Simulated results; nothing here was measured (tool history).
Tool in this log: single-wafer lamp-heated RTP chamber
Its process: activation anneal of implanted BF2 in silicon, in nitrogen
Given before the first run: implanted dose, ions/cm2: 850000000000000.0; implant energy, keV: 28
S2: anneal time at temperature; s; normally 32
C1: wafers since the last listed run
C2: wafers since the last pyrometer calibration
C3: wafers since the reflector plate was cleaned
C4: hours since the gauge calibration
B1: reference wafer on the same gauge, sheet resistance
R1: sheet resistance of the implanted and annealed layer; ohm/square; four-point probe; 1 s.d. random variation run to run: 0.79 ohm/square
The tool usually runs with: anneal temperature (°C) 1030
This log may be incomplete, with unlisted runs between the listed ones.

Run 1, hour 0.0: usual settings; C1 0; C2 2835; C3 3073; C4 436.2; B1 155.29. Result: R1 140.15 ohm/square.
Run 2, hour 27.3: usual settings; C1 313; C2 3149; C3 3387; C4 463.5; B1 154.95. Result: R1 138.67 ohm/square.
Run 3, hour 46.4: usual settings; C1 219; C2 3368; C3 3606; C4 482.6; B1 154.65. Result: R1 139.24 ohm/square.
Run 4, hour 62.8: usual settings; C1 188; C2 3557; C3 3795; C4 499.0; B1 154.47. Result: R1 139.78 ohm/square.
Run 5, hour 85.1: usual settings but anneal temperature (°C) 1044, S2 45 s; C1 256; C2 3814; C3 4052; C4 521.3; B1 154.69. Result: R1 133.39 ohm/square.
Run 6, hour 107.6: usual settings; C1 258; C2 4072; C3 4310; C4 543.8; B1 155.11. Result: R1 139.78 ohm/square.
Run 7, hour 130.8: usual settings; C1 266; C2 4339; C3 4577; C4 567.0; B1 154.42. Result: R1 138.45 ohm/square.
Run 8, hour 165.4: usual settings; C1 397; C2 4737; C3 4975; C4 601.6; B1 154.68. Result: R1 140.68 ohm/square.
Run 9, hour 188.1: usual settings; C1 261; C2 4998; C3 5236; C4 624.3; B1 154.91. Result: R1 140.15 ohm/square.
Run 10, hour 200.5: usual settings; C1 142; C2 5141; C3 5379; C4 636.7; B1 154.73. Result: R1 140.54 ohm/square.
Run 11, hour 231.6: usual settings; C1 357; C2 5498; C3 5736; C4 667.8; B1 155.05. Result: R1 140.17 ohm/square.
At hour 260.5: gauge calibrated.
Run 12, hour 266.8: usual settings; C1 404; C2 5903; C3 6141; C4 6.3; B1 154.75. Result: R1 140.93 ohm/square.
Run 13, hour 296.5: usual settings but S2 38 s; C1 341; C2 6245; C3 6483; C4 36.0; B1 155.41. Result: R1 139.16 ohm/square.
At hour 313.0: reflector plate cleaned.
Run 14, hour 313.5: usual settings but anneal temperature (°C) 1002, S2 16 s; C1 103; C2 6348; C3 5; C4 53.0; B1 155.11. Result: R1 162.37 ohm/square.
Run 15, hour 331.2: usual settings but anneal temperature (°C) 1019, S2 24 s; C1 203; C2 6552; C3 209; C4 70.7; B1 155.28. Result: R1 147.42 ohm/square.
Run 16, hour 344.1: usual settings but S2 39 s; C1 148; C2 6700; C3 357; C4 83.6; B1 155.14. Result: R1 138.72 ohm/square.
At hour 436.4: pyrometer window cleaned and pyrometer calibrated.
Run 17, hour 450.0: usual settings but anneal temperature (°C) 1058, S2 38 s; C1 1125; C2 156; C3 1483; C4 189.5; B1 154.81. Result: R1 129.17 ohm/square.
Run 18, hour 483.9: usual settings but anneal temperature (°C) 1011, S2 41 s; C1 389; C2 546; C3 1873; C4 223.4; B1 154.70. Result: R1 146.11 ohm/square.
Run 19, hour 514.5: usual settings but anneal temperature (°C) 1022, S2 22 s; C1 351; C2 898; C3 2225; C4 254.0; B1 155.28. Result: R1 148.67 ohm/square.
Run 20, hour 536.1: usual settings but anneal temperature (°C) 1052, S2 16 s; C1 248; C2 1147; C3 2473; C4 275.6; B1 155.17. Result: R1 139.55 ohm/square.
Run 21, hour 554.8: usual settings but anneal temperature (°C) 1044, S2 42 s; C1 215; C2 1362; C3 2688; C4 294.3; B1 154.92. Result: R1 132.70 ohm/square.
Run 22, hour 579.8: usual settings but anneal temperature (°C) 1014, S2 44 s; C1 287; C2 1649; C3 2976; C4 319.3; B1 155.29. Result: R1 142.78 ohm/square.
Run 23, hour 608.6: usual settings but anneal temperature (°C) 1044, S2 45 s; C1 331; C2 1980; C3 3307; C4 348.1; B1 155.07. Result: R1 132.39 ohm/square.

For each run, what was the tool's unlogged condition?
true wafer temperature minus pyrometer reading, K: 0 in every run
wafer temperature error from the tarnished reflector plate, K: 0 in every run
gauge reads high (%): 0 in every run
